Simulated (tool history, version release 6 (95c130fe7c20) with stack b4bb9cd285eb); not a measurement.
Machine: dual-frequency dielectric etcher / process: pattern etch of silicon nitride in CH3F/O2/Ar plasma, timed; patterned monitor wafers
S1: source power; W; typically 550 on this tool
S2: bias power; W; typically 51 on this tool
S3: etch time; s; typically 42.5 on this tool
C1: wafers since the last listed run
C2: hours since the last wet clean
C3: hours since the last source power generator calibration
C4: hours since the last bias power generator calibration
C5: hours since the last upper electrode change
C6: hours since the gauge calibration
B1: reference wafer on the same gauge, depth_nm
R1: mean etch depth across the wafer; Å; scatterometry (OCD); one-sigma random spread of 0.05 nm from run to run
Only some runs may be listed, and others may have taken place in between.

run	hour	S1	S2	S3	C1	C2	C3	C4	C5	C6	B1	R1
1	0	550	51	42.5	0	495.1	1506.7	3844	3499.9	96.9	33.92	339.2
2	9	550	51	42.5	112	504.1	1515.7	3853	3508.9	105.9	33.9	340.1
# hour 55.7: gauge calibrated
# hour 70.3: upper electrode replaced
# hour 77.2: wet clean of the chamber
3	77.7	550	51	42.5	472	0.5	1584.4	3921.7	7.4	22	33.92	330.6
4	78.1	550	51	42.5	4	0.9	1584.8	3922.1	7.8	22.4	33.91	329.8
5	78.4	550	51	42.5	3	1.2	1585.1	3922.4	8.1	22.7	33.89	330.3
6	83.1	550	51	42.5	58	5.9	1589.8	3927.1	12.8	27.4	33.9	330.3
# hour 88.9: source power generator calibrated
7	94.8	550	43	42.5	96	17.6	5.9	3938.8	24.5	39.1	33.9	313.6
8	109.8	610	58	37.5	187	32.6	20.9	3953.8	39.5	54.1	33.9	316.6
# hour 121.2: bias power generator calibrated
9	121.7	450	63	42.5	98	44.5	32.8	0.5	51.4	66	33.9	330.2
10	132.2	610	58	37.5	131	55	43.3	11	61.9	76.5	33.9	315.5
11	149.3	550	57	42.5	213	72.1	60.4	28.1	79	93.6	33.9	343.4
12	158.8	550	51	42.5	118	81.6	69.9	37.6	88.5	103.1	33.89	331.8
13	176	610	58	37.5	214	98.8	87.1	54.8	105.7	120.3	33.9	317.8
14	183.4	510	51	42.5	92	106.2	94.5	62.2	113.1	127.7	33.89	323.1

Alternative continuations, all from the tool just after run 14; predict every row:
A	183.8	470	51	42.5	4	106.6	94.9	62.6	113.5	128.1	?	?
B	183.8	680	40	42.5	4	106.6	94.9	62.6	113.5	128.1	?	?
C	183.8	470	39	51.5	4	106.6	94.9	62.6	113.5	128.1	?	?
D	183.8	550	42	42.5	4	106.6	94.9	62.6	113.5	128.1	?	?
E	183.8	600	56	48	4	106.6	94.9	62.6	113.5	128.1	?	?

run	B1	R1
A	33.89	313.8
B	33.89	335
C	33.89	350.3
D	33.89	313.4
E	33.89	399.5
Without the tool's hidden state the same runs would have given:
run	R1
A	312.3
B	333.4
C	348.6
D	311.9
E	397.5
